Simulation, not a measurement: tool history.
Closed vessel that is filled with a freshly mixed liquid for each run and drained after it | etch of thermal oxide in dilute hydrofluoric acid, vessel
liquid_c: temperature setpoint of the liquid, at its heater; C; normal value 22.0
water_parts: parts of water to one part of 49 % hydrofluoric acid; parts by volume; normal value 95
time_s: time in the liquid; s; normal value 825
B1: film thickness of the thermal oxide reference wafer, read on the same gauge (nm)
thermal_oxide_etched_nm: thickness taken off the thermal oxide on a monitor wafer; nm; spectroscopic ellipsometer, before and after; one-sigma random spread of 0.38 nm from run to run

{"run": 1, "hour": 0.0, "liquid_c": 22.0, "water_parts": 95, "time_s": 575, "B1": 120.0, "thermal_oxide_etched_nm": 27.36}
{"hour": 31.5, "done": "gauge calibrated"}
{"run": 2, "hour": 87.9, "liquid_c": 22.0, "water_parts": 95, "time_s": 575, "B1": 120.01, "thermal_oxide_etched_nm": 27.27}
{"run": 3, "hour": 139.1, "liquid_c": 22.0, "water_parts": 95, "time_s": 825, "B1": 120.01, "thermal_oxide_etched_nm": 39.45}
{"run": 4, "hour": 271.8, "liquid_c": 22.0, "water_parts": 95, "time_s": 825, "B1": 120.03, "thermal_oxide_etched_nm": 39.99}
{"run": 5, "hour": 369.6, "liquid_c": 20.0, "water_parts": 95, "time_s": 825, "B1": 119.99, "thermal_oxide_etched_nm": 37.15}
{"run": 6, "hour": 454.8, "liquid_c": 20.0, "water_parts": 95, "time_s": 825, "B1": 120.0, "thermal_oxide_etched_nm": 37.1}
{"run": 7, "hour": 538.5, "liquid_c": 22.0, "water_parts": 95, "time_s": 825, "B1": 119.98, "thermal_oxide_etched_nm": 40.55}
{"run": 8, "hour": 600.3, "liquid_c": 22.0, "water_parts": 95, "time_s": 825, "B1": 119.98, "thermal_oxide_etched_nm": 39.53}
{"run": 9, "hour": 667.6, "liquid_c": 22.0, "water_parts": 95, "time_s": 825, "B1": 119.98, "thermal_oxide_etched_nm": 40.53}
{"run": 10, "hour": 734.1, "liquid_c": 22.0, "water_parts": 95, "time_s": 825, "B1": 120.0, "thermal_oxide_etched_nm": 41.07}
{"run": 11, "hour": 829.8, "liquid_c": 22.0, "water_parts": 95, "time_s": 825, "B1": 119.99, "thermal_oxide_etched_nm": 40.94}
{"run": 12, "hour": 916.1, "liquid_c": 22.0, "water_parts": 95, "time_s": 825, "B1": 119.99, "thermal_oxide_etched_nm": 40.85}
{"run": 13, "hour": 967.3, "liquid_c": 22.0, "water_parts": 95, "time_s": 825, "B1": 119.98, "thermal_oxide_etched_nm": 40.36}
{"run": 14, "hour": 1051.4, "liquid_c": 22.0, "water_parts": 95, "time_s": 460, "B1": 120.02, "thermal_oxide_etched_nm": 22.9}
{"run": 15, "hour": 1088.1, "liquid_c": 22.0, "water_parts": 95, "time_s": 460, "B1": 119.97, "thermal_oxide_etched_nm": 22.92}
{"run": 16, "hour": 1194.1, "liquid_c": 22.0, "water_parts": 95, "time_s": 825, "B1": 120.02, "thermal_oxide_etched_nm": 41.27}
{"run": 17, "hour": 1296.1, "liquid_c": 17.0, "water_parts": 130, "time_s": 1170, "B1": 119.97, "thermal_oxide_etched_nm": 33.32}
{"run": 18, "hour": 1383.4, "liquid_c": 17.5, "water_parts": 140, "time_s": 825, "B1": 119.99, "thermal_oxide_etched_nm": 22.17}
{"hour": 1386.3, "done": "hydrofluoric acid flow meter replaced"}
{"run": 19, "hour": 1446.7, "liquid_c": 27.0, "water_parts": 110, "time_s": 1305, "B1": 120.0, "thermal_oxide_etched_nm": 62.51}
{"run": 20, "hour": 1541.0, "liquid_c": 25.5, "water_parts": 95, "time_s": 825, "B1": 120.0, "thermal_oxide_etched_nm": 43.58}
{"run": 21, "hour": 1592.8, "liquid_c": 22.0, "water_parts": 95, "time_s": 1180, "B1": 119.99, "thermal_oxide_etched_nm": 54.98}
{"run": 22, "hour": 1666.2, "liquid_c": 25.0, "water_parts": 95, "time_s": 825, "B1": 119.99, "thermal_oxide_etched_nm": 43.02}
{"run": 23, "hour": 1746.5, "liquid_c": 22.0, "water_parts": 70, "time_s": 825, "B1": 119.99, "thermal_oxide_etched_nm": 53.76}
{"hour": 1752.4, "done": "gauge calibrated"}
{"run": 24, "hour": 1848.5, "liquid_c": 24.0, "water_parts": 80, "time_s": 1130, "B1": 119.97, "thermal_oxide_etched_nm": 68.43}
{"hour": 1861.8, "done": "thermometer replaced"}
{"run": 25, "hour": 1914.3, "liquid_c": 22.0, "water_parts": 95, "time_s": 1145, "B1": 120.0, "thermal_oxide_etched_nm": 56.56}
{"run": 26, "hour": 1956.7, "liquid_c": 22.0, "water_parts": 95, "time_s": 825, "B1": 120.01, "thermal_oxide_etched_nm": 40.52}
{"run": 27, "hour": 2042.4, "liquid_c": 22.0, "water_parts": 95, "time_s": 825, "B1": 120.0, "thermal_oxide_etched_nm": 41.27}
{"run": 28, "hour": 2113.8, "liquid_c": 24.0, "water_parts": 60, "time_s": 645, "B1": 120.01, "thermal_oxide_etched_nm": 57.05}
{"run": 29, "hour": 2170.2, "liquid_c": 22.0, "water_parts": 95, "time_s": 825, "B1": 119.99, "thermal_oxide_etched_nm": 40.6}
{"run": 30, "hour": 2258.0, "liquid_c": 20.0, "water_parts": 110, "time_s": 670, "B1": 120.01, "thermal_oxide_etched_nm": 26.29}
{"run": 31, "hour": 2316.1, "liquid_c": 26.0, "water_parts": 55, "time_s": 1075, "B1": 119.99, "thermal_oxide_etched_nm": 113.94}
{"run": 32, "hour": 2414.1, "liquid_c": 22.0, "water_parts": 95, "time_s": 825, "B1": 119.99, "thermal_oxide_etched_nm": 41.56}
{"run": 33, "hour": 2475.2, "liquid_c": 22.0, "water_parts": 95, "time_s": 825, "B1": 120.0, "thermal_oxide_etched_nm": 41.46}

Results for each run, recomputed without the tool's hidden state and with each run's random variation untouched:
The tool's hidden condition here consists of: liquid colder than its thermometer reads (K); hydrofluoric acid flow above the setpoint (%); gauge reads high (%).
run=1 thermal_oxide_etched_nm=27.50
run=2 thermal_oxide_etched_nm=27.33
run=3 thermal_oxide_etched_nm=39.47
run=4 thermal_oxide_etched_nm=39.82
run=5 thermal_oxide_etched_nm=36.89
run=6 thermal_oxide_etched_nm=36.73
run=7 thermal_oxide_etched_nm=40.01
run=8 thermal_oxide_etched_nm=38.92
run=9 thermal_oxide_etched_nm=39.82
run=10 thermal_oxide_etched_nm=40.25
run=11 thermal_oxide_etched_nm=39.99
run=12 thermal_oxide_etched_nm=39.79
run=13 thermal_oxide_etched_nm=39.26
run=14 thermal_oxide_etched_nm=22.22
run=15 thermal_oxide_etched_nm=22.21
run=16 thermal_oxide_etched_nm=39.84
run=17 thermal_oxide_etched_nm=32.06
run=18 thermal_oxide_etched_nm=21.25
run=19 thermal_oxide_etched_nm=64.91
run=20 thermal_oxide_etched_nm=45.15
run=21 thermal_oxide_etched_nm=56.96
run=22 thermal_oxide_etched_nm=44.38
run=23 thermal_oxide_etched_nm=55.49
run=24 thermal_oxide_etched_nm=70.26
run=25 thermal_oxide_etched_nm=54.87
run=26 thermal_oxide_etched_nm=39.25
run=27 thermal_oxide_etched_nm=39.86
run=28 thermal_oxide_etched_nm=55.05
run=29 thermal_oxide_etched_nm=39.05
run=30 thermal_oxide_etched_nm=25.20
run=31 thermal_oxide_etched_nm=109.21
run=32 thermal_oxide_etched_nm=39.64
run=33 thermal_oxide_etched_nm=39.48
